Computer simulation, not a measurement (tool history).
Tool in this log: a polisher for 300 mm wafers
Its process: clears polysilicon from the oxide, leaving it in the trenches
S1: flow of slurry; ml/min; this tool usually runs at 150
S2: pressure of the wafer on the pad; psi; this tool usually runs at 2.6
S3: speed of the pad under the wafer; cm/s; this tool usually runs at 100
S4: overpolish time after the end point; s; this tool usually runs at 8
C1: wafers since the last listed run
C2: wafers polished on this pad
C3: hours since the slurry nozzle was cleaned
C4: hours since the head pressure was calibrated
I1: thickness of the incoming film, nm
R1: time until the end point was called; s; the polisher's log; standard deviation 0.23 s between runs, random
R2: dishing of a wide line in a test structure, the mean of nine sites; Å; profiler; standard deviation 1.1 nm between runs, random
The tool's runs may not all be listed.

run	hour	S1	S2	S3	S4	C1	C2	C3	C4	I1	R1	R2
1	0	150	2.6	100	8	0	321	280.4	158.1	379.5	23.7	438
2	56.2	150	2.6	100	8	510	831	336.6	214.3	373.7	23.5	422
# hour 86.8: slurry nozzle cleaned
3	107.9	150	2.6	100	8	460	1292	21.1	266	382.2	24	425
4	190.4	150	2.6	100	8	748	2040	103.6	348.5	384.5	23.6	457
5	279.3	135	2	100	8	806	2847	192.5	437.4	381.4	31.2	407
# hour 306.4: head pressure recalibrated
# hour 354.5: worn pad replaced by a new one
6	387.1	135	2	100	8	923	295	300.3	80.7	378.1	33.7	390
# hour 428.2: slurry nozzle cleaned
7	430.3	150	2.6	100	8	383	678	2.1	123.9	380	26.5	410
8	503.5	135	2.6	100	8	664	1343	75.3	197.1	379.2	26.5	412
9	558.8	135	2.6	100	8	501	1844	130.6	252.4	380	27.1	414
# hour 632: head pressure recalibrated, repeated, since the last time left the tool worse
10	649.1	150	2.1	100	8	801	2646	220.9	17.1	375.3	27.5	421
11	714	150	2	100	8	589	3235	285.8	82	385	30.2	412
# hour 758.3: worn pad replaced by a new one
# hour 779.2: slurry nozzle cleaned
12	784.6	150	2	100	8	595	229	5.4	152.6	379.7	29.3	400
13	889.8	150	2.6	100	8	954	1184	110.6	257.8	383.6	23.1	441
14	958.1	150	2	100	8	619	1804	178.9	326.1	381.8	30.6	386
15	1015.3	150	2.6	84	5	519	2323	236.1	383.3	383	26.8	344
# hour 1083.5: worn pad replaced by a new one
16	1114.5	150	2.6	100	8	864	281	335.3	482.5	380.5	24.2	419
# hour 1126.6: slurry nozzle cleaned
# hour 1164.1: head pressure recalibrated
17	1185.2	150	2.6	100	8	614	895	58.6	21.1	373.4	21.9	451
18	1289.3	200	3	130	4	944	1840	162.7	125.2	376.5	15.7	391
19	1350.9	115	2.9	100	8	559	2399	224.3	186.8	378.4	21	442
20	1430.1	150	2.6	100	8	718	3118	303.5	266	379.7	23.6	439
# hour 1483.7: worn pad replaced by a new one
# hour 1497.2: slurry nozzle cleaned
21	1525.2	135	3.5	136	12	817	367	28	361.1	374.3	13.9	473
22	1579.2	150	2	100	8	490	857	82	415.1	377.5	30.8	425
23	1659.2	190	1.9	88	5	726	1584	162	495.1	378.7	35.6	320
# hour 1727.2: head pressure recalibrated
24	1728.5	150	2.6	100	4	610	2194	231.3	1.3	384.3	22.8	347
25	1808.1	150	2.6	84	8	722	2917	310.9	80.9	380.3	25.4	423
# hour 1827.9: worn pad replaced by a new one
# hour 1882.4: slurry nozzle cleaned
26	1896.7	150	2.2	100	8	758	615	14.3	169.5	378.5	27	409

Each row is a separate what-if for the run after 26, all from the same tool condition, not one after another. Results?
A	1897.1	150	1.9	100	8	3	619	14.7	169.9	380	?	?
B	1897.1	195	3.3	100	12	3	619	14.7	169.9	380	?	?
C	1897.1	105	2.1	110	5	3	619	14.7	169.9	380	?	?
D	1897.1	125	2.6	100	8	3	619	14.7	169.9	380	?	?

run	R1	R2
A	31.4	406
B	17.6	469
C	27.5	357
D	23.4	438
The same runs, with their run-to-run variation unchanged, on a tool lacking any hidden condition would have given:
run	R1	R2
A	30.9	408
B	17.3	469
C	27.1	359
D	23	440
